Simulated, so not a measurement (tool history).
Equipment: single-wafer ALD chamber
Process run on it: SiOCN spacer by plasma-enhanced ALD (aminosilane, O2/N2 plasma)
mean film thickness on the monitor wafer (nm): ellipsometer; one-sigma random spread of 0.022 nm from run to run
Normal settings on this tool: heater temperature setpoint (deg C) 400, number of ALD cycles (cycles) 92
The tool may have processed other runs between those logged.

| run | hour | heater temperature setpoint (deg C) | number of ALD cycles (cycles) | wafers since the last listed run | hours since the last thermocouple change | hours since the gauge calibration | read-back reference wafer on the same gauge, thickness_nm | mean film thickness on the monitor wafer (nm) |
|---|---|---|---|---|---|---|---|---|
| 1 | 0.0 | 400 | 78 | 0 | 1496.1 | 1112.9 | 6.691 | 4.747 |
| 2 | 69.7 | 400 | 78 | 237 | 1565.8 | 1182.6 | 6.687 | 4.770 |
| 3 | 249.2 | 400 | 92 | 612 | 1745.3 | 1362.1 | 6.688 | 5.613 |
| 4 | 313.8 | 396 | 92 | 220 | 1809.9 | 1426.7 | 6.690 | 5.597 |
| 5 | 351.5 | 396 | 92 | 128 | 1847.6 | 1464.4 | 6.689 | 5.613 |
| 6 | 379.3 | 400 | 81 | 94 | 1875.4 | 1492.2 | 6.690 | 4.936 |
| 7 | 437.4 | 400 | 81 | 198 | 1933.5 | 1550.3 | 6.690 | 4.942 |
| 8 | 484.2 | 400 | 92 | 159 | 1980.3 | 1597.1 | 6.687 | 5.589 |
| 9 | 546.6 | 400 | 92 | 213 | 2042.7 | 1659.5 | 6.694 | 5.625 |
| 10 | 603.2 | 400 | 84 | 193 | 2099.3 | 1716.1 | 6.693 | 5.154 |
| 11 | 674.3 | 400 | 84 | 242 | 2170.4 | 1787.2 | 6.688 | 5.099 |
| 12 | 716.9 | 400 | 84 | 145 | 2213.0 | 1829.8 | 6.692 | 5.134 |
| 13 | 779.9 | 400 | 87 | 215 | 2276.0 | 1892.8 | 6.690 | 5.305 |
| 14 | 845.9 | 400 | 87 | 225 | 2342.0 | 1958.8 | 6.691 | 5.319 |
| 15 | 871.0 | 400 | 105 | 85 | 2367.1 | 1983.9 | 6.685 | 6.432 |
|  | 925.2 | thermocouple changed; heater temperature recalibrated |
| 16 | 925.7 | 400 | 105 | 159 | 0.5 | 2038.6 | 6.690 | 6.383 |
| 17 | 979.3 | 410 | 92 | 182 | 54.1 | 2092.2 | 6.687 | 5.406 |
| 18 | 1005.4 | 410 | 92 | 89 | 80.2 | 2118.3 | 6.687 | 5.484 |
| 19 | 1032.5 | 400 | 92 | 92 | 107.3 | 2145.4 | 6.688 | 5.607 |
|  | 1033.8 | gauge calibrated |
| 20 | 1062.9 | 400 | 92 | 103 | 137.7 | 29.1 | 6.697 | 5.622 |
| 21 | 1130.2 | 400 | 103 | 229 | 205.0 | 96.4 | 6.690 | 6.306 |
| 22 | 1186.8 | 400 | 103 | 193 | 261.6 | 153.0 | 6.689 | 6.299 |
| 23 | 1252.9 | 400 | 92 | 225 | 327.7 | 219.1 | 6.689 | 5.666 |
| 24 | 1282.2 | 400 | 92 | 100 | 357.0 | 248.4 | 6.693 | 5.623 |
| 25 | 1313.7 | 406 | 92 | 107 | 388.5 | 279.9 | 6.686 | 5.511 |
| 26 | 1349.1 | 390 | 101 | 120 | 423.9 | 315.3 | 6.686 | 6.190 |
| 27 | 1385.3 | 407 | 98 | 123 | 460.1 | 351.5 | 6.694 | 5.879 |
| 28 | 1434.2 | 400 | 92 | 166 | 509.0 | 400.4 | 6.692 | 5.629 |
| 29 | 1486.4 | 387 | 86 | 178 | 561.2 | 452.6 | 6.690 | 5.281 |
| 30 | 1692.7 | 408 | 97 | 704 | 767.5 | 658.9 | 6.689 | 5.763 |
| 31 | 1845.1 | 400 | 81 | 520 | 919.9 | 811.3 | 6.695 | 4.952 |
| 32 | 1898.6 | 413 | 81 | 182 | 973.4 | 864.8 | 6.693 | 4.745 |
| 33 | 1924.2 | 409 | 109 | 87 | 999.0 | 890.4 | 6.689 | 6.467 |
| 34 | 1965.4 | 400 | 92 | 140 | 1040.2 | 931.6 | 6.693 | 5.620 |
| 35 | 2015.6 | 414 | 82 | 171 | 1090.4 | 981.8 | 6.690 | 4.771 |
| 36 | 2056.8 | 406 | 86 | 140 | 1131.6 | 1023.0 | 6.687 | 5.178 |
| 37 | 2089.2 | 408 | 106 | 110 | 1164.0 | 1055.4 | 6.683 | 6.319 |
| 38 | 2151.0 | 386 | 103 | 210 | 1225.8 | 1117.2 | 6.689 | 6.312 |
| 39 | 2211.8 | 410 | 86 | 207 | 1286.6 | 1178.0 | 6.693 | 5.087 |
| 40 | 2266.9 | 400 | 78 | 188 | 1341.7 | 1233.1 | 6.683 | 4.771 |
| 41 | 2324.0 | 400 | 92 | 194 | 1398.8 | 1290.2 | 6.689 | 5.646 |
| 42 | 2350.1 | 414 | 83 | 89 | 1424.9 | 1316.3 | 6.689 | 4.860 |
| 43 | 2413.3 | 393 | 109 | 215 | 1488.1 | 1379.5 | 6.686 | 6.664 |
| 44 | 2443.8 | 413 | 92 | 104 | 1518.6 | 1410.0 | 6.694 | 5.369 |
| 45 | 2489.3 | 410 | 92 | 155 | 1564.1 | 1455.5 | 6.684 | 5.418 |
| 46 | 2530.7 | 412 | 108 | 141 | 1605.5 | 1496.9 | 6.691 | 6.350 |
| 47 | 2584.3 | 400 | 92 | 182 | 1659.1 | 1550.5 | 6.685 | 5.630 |
| 48 | 2613.3 | 400 | 87 | 99 | 1688.1 | 1579.5 | 6.690 | 5.344 |

Consider 3 possible next runs. They are alternatives, not a sequence: every one starts from the tool as it was left by run 48. What does each give?
| A | 2613.9 | 400 | 92 | 2 | 1688.7 | 1580.1 | ? | ? |
| B | 2613.9 | 400 | 109 | 2 | 1688.7 | 1580.1 | ? | ? |
| C | 2613.9 | 407 | 103 | 2 | 1688.7 | 1580.1 | ? | ? |

| run | read-back reference wafer on the same gauge, thickness_nm | mean film thickness on the monitor wafer (nm) |
|---|---|---|
| A | 6.691 | 5.629 |
| B | 6.691 | 6.669 |
| C | 6.691 | 6.151 |
The same runs, with their run-to-run variation unchanged, on a tool lacking any hidden condition would have given:
| run | mean film thickness on the monitor wafer (nm) |
|---|---|
| A | 5.629 |
| B | 6.669 |
| C | 6.151 |

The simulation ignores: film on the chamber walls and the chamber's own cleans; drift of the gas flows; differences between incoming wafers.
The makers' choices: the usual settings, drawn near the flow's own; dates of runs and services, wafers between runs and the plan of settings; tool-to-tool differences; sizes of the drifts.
